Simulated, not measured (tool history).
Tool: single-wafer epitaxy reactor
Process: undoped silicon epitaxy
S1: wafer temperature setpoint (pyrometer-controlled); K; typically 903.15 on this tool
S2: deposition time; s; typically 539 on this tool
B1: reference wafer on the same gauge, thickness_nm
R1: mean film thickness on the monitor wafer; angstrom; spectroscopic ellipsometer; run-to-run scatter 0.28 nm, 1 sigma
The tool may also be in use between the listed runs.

run   hour      S1   S2      B1      R1
  1    0.0  903.15  539  62.876  610.89
  2   34.1  903.15  539  63.010  611.84
  3   58.0  903.15  539  62.984  610.25
  4   71.9  903.15  539  63.020  615.84
  5   90.3  903.15  463  62.894  524.08
  6  118.2  914.15  539  62.980  763.89
  7  137.8  892.15  539  62.892  490.44
  8  152.2  893.15  625  62.890  583.83
  9  164.8  893.15  625  62.959  589.59
 10  184.9  903.15  539  62.751  617.98
 11  217.1  903.15  539  63.000  613.37
 12  251.1  903.15  616  62.962  703.96
 13  285.3  889.15  482  63.005  421.60
 14  299.6  917.15  539  63.056  822.38
 15  328.7  903.15  613  62.952  717.58
     348.2  -- gauge calibrated
 16  410.8  903.15  477  62.818  558.39
     436.0  -- pyrometer calibrated
 17  444.0  903.15  539  63.029  562.46
 18  463.4  903.15  539  62.800  563.81
 19  475.7  903.15  539  62.925  570.42
 20  502.4  893.15  452  62.813  391.74
 21  538.2  888.15  506  62.871  394.58
 22  569.0  891.15  597  62.892  494.56
 23  584.6  903.15  539  63.097  571.27

Hidden state, per run?
gauge reads high (%): 0, the same for each run
H1: wafer temperature above the value expected at the setpoint (K)
run     H1
  1   3.77
  2   3.91
  3   4.02
  4   4.08
  5   4.16
  6   4.28
  7   4.36
  8   4.42
  9   4.48
 10   4.56
 11    4.7
 12   4.85
 13      5
 14   5.06
 15   5.19
 16   5.54
 17  0.192
 18  0.276
 19  0.329
 20  0.444
 21  0.599
 22  0.732
 23    0.8
